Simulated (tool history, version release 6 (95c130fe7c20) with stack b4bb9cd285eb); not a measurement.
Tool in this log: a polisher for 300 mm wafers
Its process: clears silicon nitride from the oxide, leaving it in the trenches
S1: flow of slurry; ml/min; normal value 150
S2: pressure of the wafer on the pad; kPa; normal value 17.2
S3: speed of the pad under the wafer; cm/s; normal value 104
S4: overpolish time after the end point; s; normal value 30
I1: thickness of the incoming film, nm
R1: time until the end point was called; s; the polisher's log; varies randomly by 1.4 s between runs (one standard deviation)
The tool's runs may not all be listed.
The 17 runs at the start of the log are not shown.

| run | day | S1 | S2 | S3 | S4 | I1 | R1 |
|---|---|---|---|---|---|---|---|
| 18 | 8.517 | 180 | 14.5 | 76 | 30 | 98.6 | 221.8 |
| 19 | 9.129 | 150 | 17.2 | 104 | 30 | 102.1 | 156.4 |
| 20 | 9.396 | 150 | 19.3 | 104 | 38 | 100.5 | 135.2 |
| 21 | 10.108 | 125 | 17.2 | 104 | 24 | 100.1 | 155.6 |
| 22 | 10.471 | 150 | 17.2 | 104 | 30 | 98.9 | 150.7 |
| 23 | 10.912 | 180 | 11.0 | 104 | 30 | 99.4 | 223.2 |
|  | 11.333 | head pressure recalibrated |
| 24 | 11.658 | 150 | 17.2 | 104 | 30 | 99.4 | 133.9 |
|  | 12.000 | slurry nozzle cleaned |
| 25 | 12.275 | 150 | 17.2 | 104 | 25 | 99.6 | 128.8 |
|  | 12.617 | worn pad replaced by a new one |
| 26 | 12.767 | 150 | 20.7 | 104 | 30 | 98.5 | 106.7 |
| 27 | 13.238 | 125 | 17.2 | 70 | 24 | 101.1 | 183.9 |
| 28 | 13.658 | 150 | 17.2 | 104 | 30 | 98.4 | 128.9 |
| 29 | 14.071 | 195 | 17.2 | 126 | 30 | 100.4 | 111.0 |
| 30 | 14.758 | 130 | 23.4 | 76 | 17 | 101.3 | 129.6 |
| 31 | 15.342 | 170 | 17.2 | 104 | 39 | 101.1 | 132.6 |
| 32 | 15.633 | 180 | 22.8 | 132 | 42 | 99.8 | 82.1 |
| 33 | 16.104 | 150 | 17.2 | 104 | 30 | 98.8 | 128.7 |
| 34 | 16.512 | 170 | 17.2 | 104 | 30 | 100.9 | 131.9 |
| 35 | 17.012 | 190 | 15.2 | 78 | 30 | 98.4 | 181.1 |
| 36 | 17.375 | 150 | 17.2 | 104 | 22 | 100.1 | 136.0 |
| 37 | 17.812 | 150 | 17.2 | 104 | 30 | 101.4 | 137.5 |
| 38 | 18.333 | 165 | 14.5 | 80 | 46 | 99.7 | 193.0 |

What if the next run were any one of these 3? Each begins from the tool's condition after run 38:
| A | 18.354 | 150 | 17.2 | 104 | 30 | 100.3 | ? |
| B | 18.354 | 150 | 17.2 | 132 | 37 | 100.3 | ? |
| C | 18.354 | 125 | 12.4 | 104 | 30 | 100.3 | ? |

| run | R1 |
|---|---|
| A | 136.6 |
| B | 112.7 |
| C | 191.4 |
Without the tool's unlogged condition, the same runs would have read:
| run | R1 |
|---|---|
| A | 127.3 |
| B | 105.0 |
| C | 178.1 |
